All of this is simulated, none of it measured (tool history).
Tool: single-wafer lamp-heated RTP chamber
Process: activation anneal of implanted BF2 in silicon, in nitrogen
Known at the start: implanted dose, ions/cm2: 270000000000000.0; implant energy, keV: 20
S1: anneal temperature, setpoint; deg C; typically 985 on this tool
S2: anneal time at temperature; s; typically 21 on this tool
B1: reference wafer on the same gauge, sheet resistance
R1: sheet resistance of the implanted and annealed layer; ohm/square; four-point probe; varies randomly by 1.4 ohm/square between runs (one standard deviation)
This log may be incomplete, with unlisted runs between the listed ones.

run 1 hour=0 | S1=985 S2=21 | B1=349.36 | R1=381.99
run 2 hour=16.2 | S1=985 S2=21 | B1=349.59 | R1=382.55
run 3 hour=37.3 | S1=985 S2=21 | B1=350.01 | R1=382.91
run 4 hour=52.6 | S1=985 S2=27 | B1=349.56 | R1=382.15
run 5 hour=78.9 | S1=985 S2=27 | B1=349.97 | R1=382.46
run 6 hour=99.3 | S1=985 S2=27 | B1=350.23 | R1=382.86
run 7 hour=135.3 | S1=985 S2=21 | B1=350.64 | R1=380.16
run 8 hour=148.8 | S1=985 S2=21 | B1=350.04 | R1=384.21
run 9 hour=171 | S1=985 S2=21 | B1=350.44 | R1=382.38
run 10 hour=202.6 | S1=985 S2=21 | B1=350.73 | R1=384.31
-- hour=230 reflector plate cleaned
run 11 hour=232.5 | S1=985 S2=25 | B1=350.43 | R1=383.05
run 12 hour=246.3 | S1=1007 S2=13 | B1=350.96 | R1=379.6
-- hour=262.8 gauge calibrated
run 13 hour=268.9 | S1=985 S2=21 | B1=347.27 | R1=377.76
-- hour=286.6 pyrometer window cleaned and pyrometer calibrated
run 14 hour=295.3 | S1=971 S2=21 | B1=348.01 | R1=386.14
run 15 hour=327.3 | S1=974 S2=13 | B1=348.74 | R1=387.77
run 16 hour=356.5 | S1=976 S2=32 | B1=349.94 | R1=386.56
run 17 hour=381.6 | S1=985 S2=21 | B1=349.87 | R1=382.99
run 18 hour=404.1 | S1=1002 S2=32 | B1=350.45 | R1=376.04
run 19 hour=435.6 | S1=965 S2=27 | B1=350.74 | R1=396.73
run 20 hour=447.9 | S1=985 S2=21 | B1=351.17 | R1=385.97

4 options for the next run, each taken on its own from the tool as it stands now. Forecast them:
run A hour=448.3 | S1=985 S2=21 | B1=? | R1=?
run B hour=448.3 | S1=975 S2=10 | B1=? | R1=?
run C hour=448.3 | S1=973 S2=18 | B1=? | R1=?
run D hour=448.3 | S1=968 S2=15 | B1=? | R1=?

run=A B1=350.92 R1=384.55
run=B B1=350.92 R1=392.04
run=C B1=350.92 R1=391.15
run=D B1=350.92 R1=396.55
What these runs would have given with no unlogged condition in the tool:
run=A R1=379.28
run=B R1=386.67
run=C R1=385.79
run=D R1=391.11
